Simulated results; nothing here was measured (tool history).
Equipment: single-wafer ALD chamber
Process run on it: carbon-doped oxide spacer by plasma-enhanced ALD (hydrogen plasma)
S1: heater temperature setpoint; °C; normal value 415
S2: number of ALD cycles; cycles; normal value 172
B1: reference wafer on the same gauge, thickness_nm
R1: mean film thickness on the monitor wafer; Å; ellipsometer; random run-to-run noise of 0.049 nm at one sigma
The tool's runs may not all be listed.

run 1 day=0.000 | S1=405 S2=172 | B1=7.452 | R1=91.91
-- day=2.458 gauge calibrated
run 2 day=3.742 | S1=405 S2=172 | B1=7.078 | R1=87.10
run 3 day=5.967 | S1=409 S2=172 | B1=7.069 | R1=85.70
run 4 day=8.492 | S1=409 S2=172 | B1=7.076 | R1=86.35
run 5 day=11.271 | S1=415 S2=172 | B1=7.077 | R1=84.97
run 6 day=14.462 | S1=422 S2=182 | B1=7.087 | R1=87.74
run 7 day=18.017 | S1=422 S2=182 | B1=7.081 | R1=87.81
run 8 day=20.742 | S1=415 S2=172 | B1=7.085 | R1=85.37
run 9 day=23.688 | S1=415 S2=181 | B1=7.092 | R1=89.34
run 10 day=31.562 | S1=406 S2=198 | B1=7.104 | R1=100.51
run 11 day=33.208 | S1=406 S2=198 | B1=7.114 | R1=100.13
run 12 day=37.662 | S1=415 S2=182 | B1=7.123 | R1=90.28
run 13 day=39.296 | S1=415 S2=182 | B1=7.130 | R1=89.27
-- day=41.729 thermocouple changed; heater temperature recalibrated
run 14 day=42.050 | S1=415 S2=182 | B1=7.150 | R1=90.99
run 15 day=43.775 | S1=415 S2=172 | B1=7.158 | R1=84.48
run 16 day=47.171 | S1=403 S2=179 | B1=7.172 | R1=92.57
run 17 day=56.729 | S1=426 S2=172 | B1=7.215 | R1=83.96
run 18 day=58.783 | S1=415 S2=172 | B1=7.228 | R1=85.88
run 19 day=60.908 | S1=415 S2=172 | B1=7.238 | R1=86.38
run 20 day=63.796 | S1=415 S2=172 | B1=7.252 | R1=87.10
run 21 day=67.317 | S1=419 S2=194 | B1=7.279 | R1=97.22
run 22 day=79.429 | S1=407 S2=143 | B1=7.356 | R1=74.75
run 23 day=82.433 | S1=424 S2=172 | B1=7.367 | R1=86.00
run 24 day=84.288 | S1=401 S2=172 | B1=7.391 | R1=91.96
run 25 day=86.221 | S1=415 S2=172 | B1=7.409 | R1=89.30
run 26 day=89.954 | S1=415 S2=172 | B1=7.443 | R1=89.03
-- day=92.312 gauge calibrated
run 27 day=92.479 | S1=415 S2=172 | B1=7.095 | R1=84.89
run 28 day=95.012 | S1=415 S2=196 | B1=7.073 | R1=96.11
run 29 day=99.425 | S1=402 S2=201 | B1=7.087 | R1=102.19
run 30 day=101.312 | S1=415 S2=172 | B1=7.090 | R1=85.10
run 31 day=103.342 | S1=425 S2=138 | B1=7.100 | R1=65.66
-- day=104.804 thermocouple changed; heater temperature recalibrated
run 32 day=105.658 | S1=409 S2=191 | B1=7.088 | R1=96.29
run 33 day=109.033 | S1=428 S2=154 | B1=7.105 | R1=73.60

Run 34 comes next. What will it give?
run 34 day=111.629 | S1=415 S2=193 | B1=? | R1=?

Run 34 produced B1 7.110, R1 95.71 Å.
Without the tool's hidden state the same run would have given R1 95.67 Å.
